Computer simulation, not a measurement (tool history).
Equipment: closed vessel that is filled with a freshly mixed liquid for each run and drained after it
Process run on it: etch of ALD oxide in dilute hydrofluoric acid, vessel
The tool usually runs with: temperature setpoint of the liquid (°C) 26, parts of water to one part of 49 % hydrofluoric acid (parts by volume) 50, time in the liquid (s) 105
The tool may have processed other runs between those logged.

run	hour	temperature setpoint of the liquid (°C)	parts of water to one part of 49 % hydrofluoric acid (parts by volume)	time in the liquid (s)	read-back film thickness of the ALD oxide reference wafer, read on the same gauge (nm)	thickness taken off the ALD oxide on a monitor wafer (angstrom)
1	0	26	50	105	109.98	236.9
2	35.5	26	50	105	109.99	235.9
3	65.5	26	50	105	110.05	236.6
4	102.4	26	50	105	110.01	237.9
5	173.2	24.5	40	105	110	280.8
6	218	26	50	135	110.02	305.3
7	271.8	26	50	135	109.98	302.3
8	329.3	26	50	105	110.01	234.8
9	354.2	26	50	105	110.02	234.5
10	382.4	23	50	75	109.99	148.4
# hour 423.3: thermometer replaced
11	444.5	23	50	75	110	148.6
# hour 457.1: gauge calibrated
12	568.3	26	50	165	110.01	367.3
13	636.6	29	60	160	109.98	328.4
14	684.8	28	75	105	109.99	162.5
15	741.6	26	60	135	109.96	245
# hour 770.8: hydrofluoric acid flow meter replaced
16	787.3	29	60	160	110	343.4
17	841.4	27.5	50	40	109.99	98.2
18	910.3	26	50	105	110.03	241.8
19	970	28.5	35	130	109.99	483.2
20	1014.4	23.5	75	50	110.01	67
21	1055.2	26	70	105	110	168.2
22	1115.2	28.5	30	105	110	459.3

Run 23, settings as shown, results not yet in. Your forecast:
# hour 1155.3: thermometer replaced
23	1160.8	26	60	135	?	?

{"run 23": {"read-back film thickness of the ALD oxide reference wafer, read on the same gauge (nm)": 109.99, "thickness taken off the ALD oxide on a monitor wafer (angstrom)": 253.6}}
Were there no unlogged condition in the tool, this run, its random variation unchanged, would have produced thickness taken off the ALD oxide on a monitor wafer (angstrom) 256.1.
